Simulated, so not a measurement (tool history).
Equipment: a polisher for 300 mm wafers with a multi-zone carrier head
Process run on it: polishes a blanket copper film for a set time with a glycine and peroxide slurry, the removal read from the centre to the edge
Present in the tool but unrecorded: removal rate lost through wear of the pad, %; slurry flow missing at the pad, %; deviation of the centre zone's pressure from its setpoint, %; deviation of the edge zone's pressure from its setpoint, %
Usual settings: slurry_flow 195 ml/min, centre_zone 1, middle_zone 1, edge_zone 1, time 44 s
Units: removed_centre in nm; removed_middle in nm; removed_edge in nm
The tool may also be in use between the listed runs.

| run | hour | slurry_flow | centre_zone | middle_zone | edge_zone | time | wafers since the last listed run | wafers polished on this pad | hours since the slurry nozzle was cleaned | hours since the centre zone pressure was calibrated | hours since the edge zone pressure was calibrated | hours since the carrier head's membrane was replaced | incoming thickness of the incoming film, nm | removed_centre | removed_middle | removed_edge |
|---|---|---|---|---|---|---|---|---|---|---|---|---|---|---|---|---|
| 1 | 0 | 195 | 1 | 1 | 1 | 34 | 0 | 928 | 68.1 | 982.5 | 1018.7 | 1668.9 | 2385.1 | 123.9 | 119.3 | 116.9 |
|  | 46.3 | worn pad replaced by a new one |
| 2 | 60.9 | 195 | 1 | 1 | 1 | 34 | 475 | 121 | 129 | 1043.4 | 1079.6 | 1729.8 | 2378.3 | 122 | 119 | 119.6 |
| 3 | 90.4 | 195 | 1 | 1 | 1 | 34 | 246 | 368 | 158.5 | 1072.9 | 1109.1 | 1759.3 | 2416.7 | 120.8 | 119.1 | 118.5 |
| 4 | 118.5 | 160 | 1 | 1 | 0.97 | 44 | 235 | 603 | 186.6 | 1101 | 1137.2 | 1787.4 | 2414.3 | 150.7 | 150.4 | 146.5 |
| 5 | 152.4 | 160 | 1 | 1 | 0.97 | 44 | 283 | 887 | 220.5 | 1134.9 | 1171.1 | 1821.3 | 2386.7 | 151.6 | 150.2 | 146.2 |
|  | 172.6 | carrier head's membrane replaced by a new one |
|  | 204.3 | worn pad replaced by a new one |
| 6 | 208.8 | 195 | 1 | 1.08 | 1 | 44 | 396 | 37 | 276.9 | 1191.3 | 1227.5 | 36.2 | 2378.6 | 154.6 | 161.7 | 152.6 |
|  | 233.8 | edge zone pressure recalibrated |
| 7 | 234.3 | 175 | 1 | 1.08 | 1.05 | 34 | 196 | 234 | 302.4 | 1216.8 | 0.5 | 61.7 | 2397 | 117.8 | 124.5 | 119.6 |
| 8 | 254.8 | 195 | 1 | 1 | 0.93 | 49 | 171 | 405 | 322.9 | 1237.3 | 21 | 82.2 | 2412.2 | 173.6 | 173.3 | 165.2 |
| 9 | 289.9 | 195 | 1 | 0.96 | 1 | 44 | 293 | 699 | 358 | 1272.4 | 56.1 | 117.3 | 2360.6 | 158.8 | 153.4 | 153.6 |
| 10 | 316.5 | 195 | 1 | 1 | 1 | 44 | 222 | 922 | 384.6 | 1299 | 82.7 | 143.9 | 2384.2 | 158.1 | 155.1 | 151.3 |
|  | 326.4 | centre zone pressure recalibrated |
| 11 | 329.3 | 195 | 1 | 1 | 1.09 | 39 | 90 | 1012 | 397.4 | 2.9 | 95.5 | 156.7 | 2384.1 | 141 | 139 | 141.8 |
|  | 350.8 | worn pad replaced by a new one |
|  | 357.9 | slurry nozzle cleaned |
| 12 | 361 | 195 | 1 | 0.91 | 1 | 44 | 223 | 76 | 3.1 | 34.6 | 127.2 | 188.4 | 2345.1 | 158.1 | 144.5 | 154.2 |
| 13 | 388 | 195 | 1 | 1 | 1 | 44 | 225 | 302 | 30.1 | 61.6 | 154.2 | 215.4 | 2396.6 | 161.9 | 156.3 | 155.3 |
| 14 | 410.5 | 145 | 1 | 1 | 1 | 44 | 188 | 490 | 52.6 | 84.1 | 176.7 | 237.9 | 2375.6 | 146.9 | 145.6 | 144.8 |
| 15 | 426.4 | 240 | 0.91 | 1 | 1.09 | 44 | 132 | 623 | 68.5 | 100 | 192.6 | 253.8 | 2356.2 | 148.3 | 160.5 | 163 |
| 16 | 449.4 | 195 | 1 | 0.91 | 1 | 44 | 192 | 815 | 91.5 | 123 | 215.6 | 276.8 | 2367.9 | 156.5 | 148.4 | 148.1 |
| 17 | 477.4 | 195 | 1 | 1 | 1 | 44 | 234 | 1050 | 119.5 | 151 | 243.6 | 304.8 | 2402 | 157.1 | 156 | 149.5 |
|  | 505.9 | worn pad replaced by a new one |
| 18 | 548.9 | 195 | 1.1 | 1.05 | 1 | 44 | 564 | 359 | 191 | 222.5 | 315.1 | 376.3 | 2363.1 | 175.4 | 160.1 | 154.6 |
| 19 | 582.4 | 195 | 1 | 1 | 1 | 44 | 280 | 639 | 224.5 | 256 | 348.6 | 409.8 | 2379.1 | 157.6 | 154.2 | 149.5 |
| 20 | 601.2 | 195 | 0.91 | 0.92 | 1 | 35 | 157 | 796 | 243.3 | 274.8 | 367.4 | 428.6 | 2390.9 | 114.3 | 117.6 | 120.2 |
| 21 | 628.1 | 195 | 0.91 | 1 | 0.94 | 44 | 225 | 1021 | 270.2 | 301.7 | 394.3 | 455.5 | 2357.6 | 143.2 | 154.6 | 146.6 |

Run-by-run hidden state of the tool:
removal rate lost through wear of the pad, %: 0 in every run
slurry flow missing at the pad, %: 0 in every run
deviation of the centre zone's pressure from its setpoint, %: 0 in every run
deviation of the edge zone's pressure from its setpoint, %: 0 in every run
